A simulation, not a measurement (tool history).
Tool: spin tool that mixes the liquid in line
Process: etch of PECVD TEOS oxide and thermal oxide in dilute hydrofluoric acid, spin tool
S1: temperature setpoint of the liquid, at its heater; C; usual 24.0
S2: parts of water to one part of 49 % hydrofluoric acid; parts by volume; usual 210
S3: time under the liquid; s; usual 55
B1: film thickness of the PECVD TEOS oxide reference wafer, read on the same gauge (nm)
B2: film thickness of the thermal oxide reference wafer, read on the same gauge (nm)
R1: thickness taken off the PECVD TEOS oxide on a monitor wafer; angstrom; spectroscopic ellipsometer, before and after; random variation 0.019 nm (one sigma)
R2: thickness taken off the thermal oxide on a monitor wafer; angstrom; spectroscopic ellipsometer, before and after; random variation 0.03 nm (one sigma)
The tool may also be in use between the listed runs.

run,hour,S1,S2,S3,B1,B2,R1,R2
1,0.0,24.0,240,55,110.00,49.972,66.2,10.46
2,22.8,24.0,240,55,110.03,49.989,66.5,9.97
3,38.5,24.0,240,55,110.03,49.973,66.5,10.37
4,57.9,24.0,210,55,109.98,49.986,78.7,12.03
5,77.3,24.0,210,55,109.96,49.997,78.6,11.67
6,102.2,24.0,210,55,109.99,49.991,78.7,12.48
# hour 108.9: thermometer replaced
7,121.0,26.0,210,60,110.00,50.011,84.6,12.60
8,152.9,26.0,210,60,110.01,49.950,84.5,13.13
9,167.4,25.5,280,30,109.97,49.984,29.1,4.54
10,199.8,24.0,210,35,110.01,49.998,46.4,7.30
11,226.4,24.0,210,55,110.02,50.018,73.0,10.97
# hour 235.0: hydrofluoric acid flow meter replaced
12,239.8,21.0,210,70,109.96,50.028,73.8,11.96
# hour 244.2: gauge calibrated
13,264.9,24.0,210,80,109.98,50.010,94.4,14.88
14,279.6,24.0,210,20,109.98,50.018,23.8,3.76
15,294.7,27.0,210,30,109.98,49.985,39.8,6.01
16,327.4,24.0,210,75,109.99,49.994,90.4,13.56

What the log doesn't show, run by run:
gauge reads high (%): 0 in every run
H1: liquid hotter than its thermometer reads (K)
H2: hydrofluoric acid flow above the setpoint (%)
run,H1,H2
1,2.72,9.05
2,2.74,9.26
3,2.76,9.41
4,2.78,9.6
5,2.8,9.79
6,2.82,10
7,0.142,10.2
8,0.172,10.5
9,0.186,10.7
10,0.218,11
11,0.243,11.2
12,0.256,1.01
13,0.28,1.25
14,0.295,1.39
15,0.309,1.54
16,0.341,1.85
